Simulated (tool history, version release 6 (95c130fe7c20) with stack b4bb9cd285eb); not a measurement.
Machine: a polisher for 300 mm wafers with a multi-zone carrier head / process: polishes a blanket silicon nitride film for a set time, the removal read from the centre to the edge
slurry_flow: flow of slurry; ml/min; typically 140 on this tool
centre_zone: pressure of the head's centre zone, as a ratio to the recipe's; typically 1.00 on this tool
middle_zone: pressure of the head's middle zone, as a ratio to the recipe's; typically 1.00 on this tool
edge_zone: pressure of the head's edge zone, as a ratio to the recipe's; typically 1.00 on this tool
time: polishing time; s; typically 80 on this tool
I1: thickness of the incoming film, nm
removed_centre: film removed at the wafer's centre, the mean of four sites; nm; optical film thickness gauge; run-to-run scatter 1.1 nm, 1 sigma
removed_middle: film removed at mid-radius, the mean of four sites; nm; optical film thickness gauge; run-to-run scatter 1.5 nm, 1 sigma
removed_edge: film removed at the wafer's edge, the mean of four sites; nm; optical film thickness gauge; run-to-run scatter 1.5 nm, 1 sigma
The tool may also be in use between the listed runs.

{"run": 1, "hour": 0.0, "slurry_flow": 140, "centre_zone": 1.0, "middle_zone": 1.0, "edge_zone": 1.0, "time": 80, "I1": 917.6, "removed_centre": 123.6, "removed_middle": 124.3, "removed_edge": 124.9}
{"run": 2, "hour": 43.8, "slurry_flow": 140, "centre_zone": 1.0, "middle_zone": 1.0, "edge_zone": 1.0, "time": 80, "I1": 923.8, "removed_centre": 123.1, "removed_middle": 123.9, "removed_edge": 119.4}
{"hour": 95.6, "done": "worn pad replaced by a new one"}
{"run": 3, "hour": 108.4, "slurry_flow": 140, "centre_zone": 1.0, "middle_zone": 1.0, "edge_zone": 1.0, "time": 90, "I1": 915.6, "removed_centre": 146.8, "removed_middle": 145.3, "removed_edge": 145.9}
{"run": 4, "hour": 147.5, "slurry_flow": 140, "centre_zone": 1.0, "middle_zone": 1.0, "edge_zone": 1.0, "time": 90, "I1": 929.6, "removed_centre": 143.2, "removed_middle": 140.5, "removed_edge": 141.8}
{"run": 5, "hour": 198.3, "slurry_flow": 140, "centre_zone": 1.0, "middle_zone": 1.0, "edge_zone": 1.0, "time": 90, "I1": 926.2, "removed_centre": 141.8, "removed_middle": 141.8, "removed_edge": 142.1}
{"hour": 244.4, "done": "slurry nozzle cleaned"}
{"run": 6, "hour": 257.1, "slurry_flow": 140, "centre_zone": 1.05, "middle_zone": 1.0, "edge_zone": 1.0, "time": 80, "I1": 920.5, "removed_centre": 130.2, "removed_middle": 118.4, "removed_edge": 122.0}
{"hour": 300.1, "done": "worn pad replaced by a new one"}
{"run": 7, "hour": 321.5, "slurry_flow": 140, "centre_zone": 1.0, "middle_zone": 1.0, "edge_zone": 1.0, "time": 80, "I1": 925.1, "removed_centre": 130.5, "removed_middle": 129.4, "removed_edge": 133.4}
{"hour": 352.0, "done": "carrier head's membrane replaced by a new one"}
{"hour": 481.9, "done": "worn pad replaced by a new one"}
{"hour": 531.7, "done": "centre zone pressure recalibrated"}
{"run": 8, "hour": 532.2, "slurry_flow": 140, "centre_zone": 1.0, "middle_zone": 1.0, "edge_zone": 1.0, "time": 80, "I1": 922.4, "removed_centre": 129.5, "removed_middle": 129.0, "removed_edge": 129.6}
{"run": 9, "hour": 559.6, "slurry_flow": 140, "centre_zone": 1.0, "middle_zone": 1.0, "edge_zone": 1.0, "time": 80, "I1": 913.6, "removed_centre": 125.0, "removed_middle": 126.9, "removed_edge": 130.3}
{"hour": 591.8, "done": "slurry nozzle cleaned"}
{"run": 10, "hour": 593.5, "slurry_flow": 140, "centre_zone": 1.03, "middle_zone": 1.0, "edge_zone": 1.0, "time": 80, "I1": 918.6, "removed_centre": 128.6, "removed_middle": 127.3, "removed_edge": 125.6}
{"run": 11, "hour": 646.7, "slurry_flow": 100, "centre_zone": 0.9, "middle_zone": 1.06, "edge_zone": 1.0, "time": 61, "I1": 918.9, "removed_centre": 80.4, "removed_middle": 93.5, "removed_edge": 91.2}
{"hour": 682.9, "done": "worn pad replaced by a new one"}
{"run": 12, "hour": 685.2, "slurry_flow": 140, "centre_zone": 0.9, "middle_zone": 1.0, "edge_zone": 1.06, "time": 64, "I1": 921.7, "removed_centre": 94.3, "removed_middle": 101.8, "removed_edge": 107.7}
{"hour": 698.1, "done": "edge zone pressure recalibrated"}
{"run": 13, "hour": 752.0, "slurry_flow": 140, "centre_zone": 1.0, "middle_zone": 1.0, "edge_zone": 1.0, "time": 80, "I1": 918.7, "removed_centre": 125.3, "removed_middle": 128.2, "removed_edge": 126.5}
{"run": 14, "hour": 789.3, "slurry_flow": 140, "centre_zone": 1.0, "middle_zone": 1.0, "edge_zone": 1.0, "time": 80, "I1": 902.9, "removed_centre": 125.8, "removed_middle": 125.9, "removed_edge": 128.0}
{"run": 15, "hour": 814.3, "slurry_flow": 160, "centre_zone": 0.93, "middle_zone": 1.0, "edge_zone": 0.89, "time": 80, "I1": 917.6, "removed_centre": 118.9, "removed_middle": 125.5, "removed_edge": 121.7}
{"run": 16, "hour": 850.9, "slurry_flow": 185, "centre_zone": 1.0, "middle_zone": 1.08, "edge_zone": 0.92, "time": 68, "I1": 913.2, "removed_centre": 109.0, "removed_middle": 114.8, "removed_edge": 102.5}
{"hour": 902.4, "done": "worn pad replaced by a new one"}
{"run": 17, "hour": 906.6, "slurry_flow": 140, "centre_zone": 1.0, "middle_zone": 1.0, "edge_zone": 1.0, "time": 80, "I1": 911.8, "removed_centre": 131.1, "removed_middle": 131.8, "removed_edge": 129.5}
{"run": 18, "hour": 936.7, "slurry_flow": 140, "centre_zone": 1.08, "middle_zone": 0.88, "edge_zone": 1.09, "time": 80, "I1": 915.5, "removed_centre": 139.2, "removed_middle": 114.6, "removed_edge": 136.5}
{"run": 19, "hour": 996.2, "slurry_flow": 140, "centre_zone": 1.0, "middle_zone": 1.09, "edge_zone": 1.0, "time": 80, "I1": 939.7, "removed_centre": 126.5, "removed_middle": 134.1, "removed_edge": 126.6}

What if the next run were any one of these 3? Each begins from the tool's condition after run 19:
{"run": "A", "hour": 996.6, "slurry_flow": 140, "centre_zone": 1.0, "middle_zone": 1.0, "edge_zone": 1.0, "time": 80, "I1": 918.2, "removed_centre": "?", "removed_middle": "?", "removed_edge": "?"}
{"run": "B", "hour": 996.6, "slurry_flow": 140, "centre_zone": 1.0, "middle_zone": 1.0, "edge_zone": 0.94, "time": 93, "I1": 918.2, "removed_centre": "?", "removed_middle": "?", "removed_edge": "?"}
{"run": "C", "hour": 996.6, "slurry_flow": 140, "centre_zone": 1.1, "middle_zone": 1.0, "edge_zone": 1.0, "time": 80, "I1": 918.2, "removed_centre": "?", "removed_middle": "?", "removed_edge": "?"}

run=A removed_centre=126.2 removed_middle=123.2 removed_edge=126.9
run=B removed_centre=146.7 removed_middle=143.3 removed_edge=143.3
run=C removed_centre=138.9 removed_middle=123.2 removed_edge=126.9
The same runs, with their run-to-run variation unchanged, on a tool lacking any hidden condition would have given:
run=A removed_centre=131.3 removed_middle=128.2 removed_edge=132.1
run=B removed_centre=152.6 removed_middle=149.1 removed_edge=149.1
run=C removed_centre=144.5 removed_middle=128.1 removed_edge=132.1
